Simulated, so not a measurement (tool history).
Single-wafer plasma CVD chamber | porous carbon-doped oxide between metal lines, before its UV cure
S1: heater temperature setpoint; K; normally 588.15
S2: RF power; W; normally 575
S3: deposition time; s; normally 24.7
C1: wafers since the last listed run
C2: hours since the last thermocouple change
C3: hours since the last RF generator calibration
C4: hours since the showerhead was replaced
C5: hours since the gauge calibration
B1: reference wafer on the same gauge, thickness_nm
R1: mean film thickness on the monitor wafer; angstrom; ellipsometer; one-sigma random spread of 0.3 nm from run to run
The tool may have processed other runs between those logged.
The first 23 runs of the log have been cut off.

run   hour      S1   S2    S3   C1     C2     C3     C4     C5       B1       R1
     296.5  -- RF generator calibrated
 24  297.0  595.15  575  24.7  146   58.9    0.5   60.0   42.9  152.010  1384.20
 25  303.2  597.15  640  28.6  151   65.1    6.7   66.2   49.1  152.015  1728.00
 26  313.8  588.15  575  24.7  259   75.7   17.3   76.8   59.7  151.931  1440.30
 27  325.0  581.15  660  23.4  274   86.9   28.5   88.0   70.9  152.049  1603.06
 28  334.7  573.15  575  26.3  237   96.6   38.2   97.7   80.6  151.864  1680.23
 29  351.2  588.15  545  27.1  403  113.1   54.7  114.2   97.1  152.014  1512.07
 30  361.8  588.15  575  24.7  259  123.7   65.3  124.8  107.7  152.054  1438.52
 31  371.3  588.15  575  24.7  232  133.2   74.8  134.3  117.2  151.927  1444.78
 32  384.9  588.15  620  24.7  332  146.8   88.4  147.9  130.8  152.061  1533.97
 33  401.1  578.15  680  21.4  396  163.0  104.6  164.1  147.0  152.080  1534.61

Alternative continuations, all from the tool just after run 33; predict every row:
  A  401.5  588.15  575  20.5   9  163.4  105.0  164.5  147.4   ?   ?
  B  401.5  601.15  540  20.4   9  163.4  105.0  164.5  147.4   ?   ?
  C  401.5  599.15  535  23.1   9  163.4  105.0  164.5  147.4   ?   ?
  D  401.5  598.15  535  24.7   9  163.4  105.0  164.5  147.4   ?   ?
  E  401.5  574.15  575  24.7   9  163.4  105.0  164.5  147.4   ?   ?

run       B1       R1
  A  152.063  1204.54
  B  152.063  1054.35
  C  152.063  1191.91
  D  152.063  1278.65
  E  152.063  1572.26
Take away the tool's hidden state, keep each run's random variation, and the runs would have read:
run       R1
  A  1200.32
  B  1050.92
  C  1188.01
  D  1274.45
  E  1566.16
